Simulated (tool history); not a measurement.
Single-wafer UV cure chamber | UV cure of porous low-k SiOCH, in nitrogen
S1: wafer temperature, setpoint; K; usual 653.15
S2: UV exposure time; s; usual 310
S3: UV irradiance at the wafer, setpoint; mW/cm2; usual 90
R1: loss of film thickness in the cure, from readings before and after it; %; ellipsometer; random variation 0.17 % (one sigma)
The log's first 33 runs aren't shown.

run 34 hour=435.2 | S1=653.15 S2=430 S3=90 | R1=13.510
run 35 hour=442.3 | S1=653.15 S2=310 S3=56 | R1=10.105
run 36 hour=448.6 | S1=659.15 S2=260 S3=61 | R1=9.704
run 37 hour=466.4 | S1=653.15 S2=310 S3=90 | R1=12.216
run 38 hour=480.0 | S1=653.15 S2=310 S3=90 | R1=12.388
run 39 hour=488.1 | S1=636.15 S2=310 S3=90 | R1=11.840
run 40 hour=504.2 | S1=653.15 S2=310 S3=90 | R1=12.283
run 41 hour=516.5 | S1=653.15 S2=310 S3=90 | R1=12.077

Forecast each of these 3 alternatives for the next run:
run A hour=516.9 | S1=668.15 S2=310 S3=90 | R1=?
run B hour=516.9 | S1=653.15 S2=485 S3=90 | R1=?
run C hour=516.9 | S1=644.15 S2=455 S3=90 | R1=?

run=A R1=12.584
run=B R1=14.415
run=C R1=13.932
Without the tool's hidden state the same runs would have given:
run=A R1=12.584
run=B R1=14.415
run=C R1=13.932
